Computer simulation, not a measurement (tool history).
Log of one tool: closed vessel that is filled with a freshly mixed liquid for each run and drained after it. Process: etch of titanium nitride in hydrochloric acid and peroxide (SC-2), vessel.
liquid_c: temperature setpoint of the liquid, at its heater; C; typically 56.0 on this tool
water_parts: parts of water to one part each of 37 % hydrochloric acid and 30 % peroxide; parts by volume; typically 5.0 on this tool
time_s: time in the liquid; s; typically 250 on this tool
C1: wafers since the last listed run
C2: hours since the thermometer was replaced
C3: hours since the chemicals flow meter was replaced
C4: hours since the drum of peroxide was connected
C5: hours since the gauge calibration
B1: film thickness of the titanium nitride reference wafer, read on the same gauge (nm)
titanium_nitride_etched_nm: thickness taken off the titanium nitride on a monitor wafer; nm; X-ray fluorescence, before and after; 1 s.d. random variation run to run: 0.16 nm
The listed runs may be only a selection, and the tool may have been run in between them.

run 1 hour=0.0 | liquid_c=56.0 water_parts=5.0 time_s=250 | C1=0 C2=67.3 C3=1567.3 C4=785.0 C5=480.2 | B1=120.01 | titanium_nitride_etched_nm=21.60
-- hour=58.4 chemicals flow meter replaced
run 2 hour=66.1 | liquid_c=56.0 water_parts=5.0 time_s=250 | C1=4477 C2=133.4 C3=7.7 C4=851.1 C5=546.3 | B1=119.98 | titanium_nitride_etched_nm=21.52
-- hour=117.2 new drum of peroxide connected
run 3 hour=121.5 | liquid_c=56.0 water_parts=5.0 time_s=250 | C1=3741 C2=188.8 C3=63.1 C4=4.3 C5=601.7 | B1=119.95 | titanium_nitride_etched_nm=21.20
run 4 hour=159.6 | liquid_c=56.0 water_parts=5.0 time_s=250 | C1=2620 C2=226.9 C3=101.2 C4=42.4 C5=639.8 | B1=120.00 | titanium_nitride_etched_nm=21.70
run 5 hour=245.9 | liquid_c=56.0 water_parts=5.0 time_s=250 | C1=5935 C2=313.2 C3=187.5 C4=128.7 C5=726.1 | B1=120.01 | titanium_nitride_etched_nm=21.40
run 6 hour=499.6 | liquid_c=56.0 water_parts=5.0 time_s=250 | C1=17448 C2=566.9 C3=441.2 C4=382.4 C5=979.8 | B1=120.00 | titanium_nitride_etched_nm=21.25
run 7 hour=550.9 | liquid_c=56.0 water_parts=5.0 time_s=250 | C1=3528 C2=618.2 C3=492.5 C4=433.7 C5=1031.1 | B1=120.00 | titanium_nitride_etched_nm=21.08
run 8 hour=608.8 | liquid_c=56.0 water_parts=6.5 time_s=320 | C1=3982 C2=676.1 C3=550.4 C4=491.6 C5=1089.0 | B1=120.02 | titanium_nitride_etched_nm=22.55
run 9 hour=688.8 | liquid_c=56.0 water_parts=5.0 time_s=210 | C1=5502 C2=756.1 C3=630.4 C4=571.6 C5=1169.0 | B1=120.00 | titanium_nitride_etched_nm=17.71
run 10 hour=726.2 | liquid_c=56.0 water_parts=5.0 time_s=210 | C1=2572 C2=793.5 C3=667.8 C4=609.0 C5=1206.4 | B1=120.02 | titanium_nitride_etched_nm=17.74
run 11 hour=832.3 | liquid_c=56.0 water_parts=6.0 time_s=250 | C1=7297 C2=899.6 C3=773.9 C4=715.1 C5=1312.5 | B1=119.98 | titanium_nitride_etched_nm=18.38
-- hour=987.8 gauge calibrated
-- hour=991.1 new drum of peroxide connected
run 12 hour=1113.4 | liquid_c=56.0 water_parts=5.0 time_s=250 | C1=19264 C2=1180.7 C3=1055.0 C4=122.3 C5=125.6 | B1=119.99 | titanium_nitride_etched_nm=20.85
run 13 hour=1183.8 | liquid_c=56.0 water_parts=5.0 time_s=250 | C1=4841 C2=1251.1 C3=1125.4 C4=192.7 C5=196.0 | B1=120.01 | titanium_nitride_etched_nm=20.80
run 14 hour=1238.7 | liquid_c=64.0 water_parts=5.0 time_s=380 | C1=3775 C2=1306.0 C3=1180.3 C4=247.6 C5=250.9 | B1=119.98 | titanium_nitride_etched_nm=52.05
run 15 hour=1326.6 | liquid_c=56.0 water_parts=7.5 time_s=150 | C1=6045 C2=1393.9 C3=1268.2 C4=335.5 C5=338.8 | B1=119.99 | titanium_nitride_etched_nm=9.25
run 16 hour=1422.7 | liquid_c=56.0 water_parts=5.0 time_s=250 | C1=6609 C2=1490.0 C3=1364.3 C4=431.6 C5=434.9 | B1=119.98 | titanium_nitride_etched_nm=20.33
run 17 hour=1498.4 | liquid_c=58.5 water_parts=7.0 time_s=250 | C1=5206 C2=1565.7 C3=1440.0 C4=507.3 C5=510.6 | B1=120.03 | titanium_nitride_etched_nm=18.46
run 18 hour=1536.0 | liquid_c=52.0 water_parts=7.0 time_s=315 | C1=2585 C2=1603.3 C3=1477.6 C4=544.9 C5=548.2 | B1=119.97 | titanium_nitride_etched_nm=15.60
-- hour=1606.5 chemicals flow meter replaced
run 19 hour=1633.0 | liquid_c=49.0 water_parts=4.0 time_s=140 | C1=6602 C2=1700.3 C3=26.5 C4=641.9 C5=645.2 | B1=120.01 | titanium_nitride_etched_nm=8.46
run 20 hour=1695.9 | liquid_c=56.0 water_parts=5.0 time_s=250 | C1=4325 C2=1763.2 C3=89.4 C4=704.8 C5=708.1 | B1=119.99 | titanium_nitride_etched_nm=20.21
-- hour=1726.5 new drum of peroxide connected
-- hour=1865.3 thermometer replaced
run 21 hour=1882.4 | liquid_c=56.0 water_parts=5.0 time_s=250 | C1=12689 C2=17.1 C3=275.9 C4=155.9 C5=894.6 | B1=119.99 | titanium_nitride_etched_nm=21.83
run 22 hour=1942.6 | liquid_c=65.0 water_parts=6.5 time_s=250 | C1=4140 C2=77.3 C3=336.1 C4=216.1 C5=954.8 | B1=119.98 | titanium_nitride_etched_nm=31.12
run 23 hour=1995.0 | liquid_c=62.5 water_parts=5.0 time_s=310 | C1=3603 C2=129.7 C3=388.5 C4=268.5 C5=1007.2 | B1=119.98 | titanium_nitride_etched_nm=39.69
run 24 hour=2067.8 | liquid_c=63.5 water_parts=4.0 time_s=380 | C1=5006 C2=202.5 C3=461.3 C4=341.3 C5=1080.0 | B1=120.00 | titanium_nitride_etched_nm=62.03
run 25 hour=2165.3 | liquid_c=56.0 water_parts=5.0 time_s=250 | C1=6705 C2=300.0 C3=558.8 C4=438.8 C5=1177.5 | B1=120.02 | titanium_nitride_etched_nm=21.49

Run 26, settings as shown, results not yet in. Your forecast:
run 26 hour=2212.8 | liquid_c=56.0 water_parts=4.0 time_s=130 | C1=3266 C2=347.5 C3=606.3 C4=486.3 C5=1225.0 | B1=? | titanium_nitride_etched_nm=?

Run 26 produced B1 119.95, titanium_nitride_etched_nm 13.07 nm.
With no hidden state in the tool, this same run would have given titanium_nitride_etched_nm 13.34 nm.
